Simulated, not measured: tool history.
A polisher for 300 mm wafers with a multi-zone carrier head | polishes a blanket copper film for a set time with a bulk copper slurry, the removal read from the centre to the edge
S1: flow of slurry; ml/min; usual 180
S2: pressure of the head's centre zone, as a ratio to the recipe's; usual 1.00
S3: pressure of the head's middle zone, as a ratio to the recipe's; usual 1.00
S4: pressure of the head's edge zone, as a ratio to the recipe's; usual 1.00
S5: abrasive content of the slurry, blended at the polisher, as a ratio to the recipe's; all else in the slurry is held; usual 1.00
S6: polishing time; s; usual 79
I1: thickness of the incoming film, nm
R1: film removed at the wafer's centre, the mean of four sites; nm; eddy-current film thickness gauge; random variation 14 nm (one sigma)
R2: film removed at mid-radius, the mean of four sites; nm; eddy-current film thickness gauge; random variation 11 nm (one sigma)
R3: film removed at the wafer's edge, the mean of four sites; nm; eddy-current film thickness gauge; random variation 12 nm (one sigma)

run	hour	S1	S2	S3	S4	S5	S6	I1	R1	R2	R3
1	0.0	180	1.00	1.00	1.00	1.00	79	2789.5	858.3	879.6	870.5
2	11.4	180	1.00	1.00	1.00	1.00	63	2742.5	678.9	694.9	702.2
3	28.4	180	1.00	1.00	1.00	1.00	63	2757.6	672.6	695.6	689.2
4	36.5	180	1.00	1.00	1.00	1.00	63	2828.8	675.8	697.9	678.9
# hour 44.4: worn pad replaced by a new one, of another model than before
5	46.7	180	1.00	1.00	1.00	0.85	79	2787.8	830.0	836.7	845.4
# hour 47.9: slurry nozzle cleaned
6	55.9	180	1.00	1.00	1.00	0.85	79	2796.8	892.6	906.4	891.6
# hour 70.1: carrier head's membrane replaced by a new one
# hour 87.8: centre zone pressure recalibrated
7	88.3	180	1.00	1.00	1.00	0.85	79	2763.7	870.7	885.0	877.7
8	94.3	180	1.00	1.00	1.00	1.00	79	2823.3	922.8	951.7	916.1
# hour 100.2: edge zone pressure recalibrated
9	105.6	180	1.00	1.00	1.00	0.70	71	2802.3	742.1	731.2	741.7
10	121.3	180	1.00	1.00	1.00	1.00	79	2780.8	936.2	925.5	910.8
11	132.2	155	1.00	1.00	1.00	0.85	79	2786.1	863.6	873.3	851.3
12	144.8	180	1.00	1.00	1.00	0.80	67	2809.4	747.0	744.5	719.0
13	150.9	225	1.05	1.10	0.90	1.00	79	2811.6	1004.9	1043.8	878.7
14	167.6	130	1.00	1.00	1.00	1.00	69	2794.3	764.7	789.1	761.9
# hour 171.8: worn pad replaced by a new one
15	177.2	215	1.11	1.09	1.00	1.10	79	2815.2	1043.9	1041.5	954.7
16	184.3	180	1.00	1.00	1.05	1.00	79	2751.8	915.5	939.2	933.0
17	196.0	180	1.00	1.10	1.00	1.00	54	2756.9	649.6	686.9	621.2
18	210.6	180	1.00	1.00	0.93	1.00	79	2758.0	935.6	922.4	883.0
19	225.5	180	1.00	1.00	1.00	1.00	79	2813.1	923.4	917.4	895.5
20	238.8	180	1.00	1.00	1.00	1.00	79	2743.2	888.0	927.8	891.2
21	253.7	180	1.00	1.00	1.00	1.00	51	2737.5	600.8	593.4	584.9

4 ways to go on from here, each from the tool as it stands after run 21. What would each give?
A	254.1	180	1.00	1.00	1.00	1.00	79	2783.7	?	?	?
B	254.1	215	1.10	0.89	1.00	1.15	79	2783.7	?	?	?
C	254.1	205	1.00	1.05	1.08	1.00	79	2783.7	?	?	?
D	254.1	180	1.00	1.00	0.92	1.00	79	2783.7	?	?	?

run	R1	R2	R3
A	902.4	924.0	893.4
B	1033.7	891.1	947.0
C	916.2	975.6	936.2
D	902.4	924.1	858.8
Without the tool's hidden state the same runs would have given:
run	R1	R2	R3
A	929.9	948.9	910.9
B	1062.2	912.9	964.0
C	942.1	1000.1	953.4
D	929.9	949.0	875.7
